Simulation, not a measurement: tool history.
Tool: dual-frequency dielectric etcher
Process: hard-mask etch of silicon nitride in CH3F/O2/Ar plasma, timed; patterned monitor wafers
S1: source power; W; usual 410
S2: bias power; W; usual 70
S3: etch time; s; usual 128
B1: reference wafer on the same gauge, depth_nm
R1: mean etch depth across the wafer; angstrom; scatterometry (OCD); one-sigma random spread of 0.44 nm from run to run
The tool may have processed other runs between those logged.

run	hour	S1	S2	S3	B1	R1
1	0	410	70	128	82	794
# hour 11.2: gauge calibrated
2	14.9	410	70	128	82.1	794
3	21.9	410	70	128	82.1	800
4	35.1	410	70	128	82.1	793
5	41.5	410	70	128	82.1	794
# hour 70.7: upper electrode replaced
# hour 84.2: source power generator calibrated
# hour 90.4: wet clean of the chamber
6	90.9	410	70	128	82.1	847
7	91.3	410	70	128	82.1	840
8	91.6	410	70	128	82.1	841
9	106.8	410	70	128	82.1	835
# hour 111.5: bias power generator calibrated
# hour 117.2: gauge calibrated
10	122.5	490	58	95.5	82.1	615
11	131.6	470	81	166	82.1	1222
12	139	310	70	128	82.1	731
13	153.4	370	65	99.5	82.1	595
14	162.7	340	70	93.5	82.1	559
15	169.6	490	52	128	82.2	785
16	182.5	410	70	128	82.1	826
17	190	370	70	111.5	82	683
18	197.4	410	70	128	82.2	821
19	208.8	350	87	144.5	82	963

Forecast each of these 4 alternatives for the next run:
A	209.3	330	70	128	?	?
B	209.3	410	80	103	?	?
C	209.3	410	70	104.5	?	?
D	209.3	470	70	166	?	?

run	B1	R1
A	82	749
B	82	707
C	82	674
D	82	1136
Stripped of hidden state, with their random variation kept, the same runs would have yielded:
run	R1
A	761
B	719
C	685
D	1155
